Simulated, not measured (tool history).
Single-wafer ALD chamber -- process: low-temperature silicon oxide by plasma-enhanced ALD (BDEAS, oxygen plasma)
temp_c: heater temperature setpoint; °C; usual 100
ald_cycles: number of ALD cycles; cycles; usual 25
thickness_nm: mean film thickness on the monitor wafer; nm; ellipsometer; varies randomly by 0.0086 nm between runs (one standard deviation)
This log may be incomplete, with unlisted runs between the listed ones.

| run | hour | temp_c | ald_cycles | wafers since the last listed run | hours since the last thermocouple change | hours since the gauge calibration | read-back reference wafer on the same gauge, thickness_nm | thickness_nm |
|---|---|---|---|---|---|---|---|---|
| 1 | 0.0 | 100 | 25 | 0 | 902.1 | 936.2 | 3.890 | 3.503 |
| 2 | 46.6 | 100 | 25 | 666 | 948.7 | 982.8 | 3.893 | 3.482 |
| 3 | 150.9 | 100 | 25 | 1492 | 1053.0 | 1087.1 | 3.899 | 3.491 |
| 4 | 217.5 | 100 | 23 | 953 | 1119.6 | 1153.7 | 3.903 | 3.202 |
| 5 | 281.8 | 100 | 23 | 920 | 1183.9 | 1218.0 | 3.907 | 3.218 |
| 6 | 328.6 | 100 | 23 | 669 | 1230.7 | 1264.8 | 3.910 | 3.223 |
| 7 | 407.0 | 100 | 25 | 1122 | 1309.1 | 1343.2 | 3.913 | 3.506 |
|  | 435.6 | gauge calibrated |
| 8 | 460.0 | 100 | 25 | 758 | 1362.1 | 24.4 | 3.847 | 3.453 |
| 9 | 529.1 | 87 | 21 | 988 | 1431.2 | 93.5 | 3.850 | 3.011 |
| 10 | 612.9 | 94 | 21 | 1199 | 1515.0 | 177.3 | 3.854 | 2.961 |
|  | 629.0 | thermocouple changed; heater temperature recalibrated |
| 11 | 658.5 | 100 | 25 | 538 | 29.5 | 222.9 | 3.857 | 3.446 |
| 12 | 766.3 | 100 | 23 | 1542 | 137.3 | 330.7 | 3.865 | 3.183 |
| 13 | 868.2 | 87 | 27 | 1458 | 239.2 | 432.6 | 3.870 | 3.906 |
| 14 | 933.8 | 110 | 23 | 938 | 304.8 | 498.2 | 3.874 | 3.142 |
| 15 | 984.6 | 94 | 23 | 727 | 355.6 | 549.0 | 3.877 | 3.255 |
| 16 | 1233.2 | 104 | 21 | 3557 | 604.2 | 797.6 | 3.892 | 2.909 |

Subtracting, for every run, the result it would have given without the tool's unlogged condition from the measured result gives the following. The same run-to-run variation enters both numbers; the gauge's scatter may not:
The hidden state here: wafer temperature above the value expected at the setpoint (K); gauge reads high (%).
| run | thickness_nm |
|---|---|
| 1 | +0.044 |
| 2 | +0.047 |
| 3 | +0.052 |
| 4 | +0.051 |
| 5 | +0.055 |
| 6 | +0.056 |
| 7 | +0.065 |
| 8 | +0.006 |
| 9 | +0.007 |
| 10 | +0.012 |
| 11 | +0.015 |
| 12 | +0.020 |
| 13 | +0.030 |
| 14 | +0.028 |
| 15 | +0.031 |
| 16 | +0.039 |
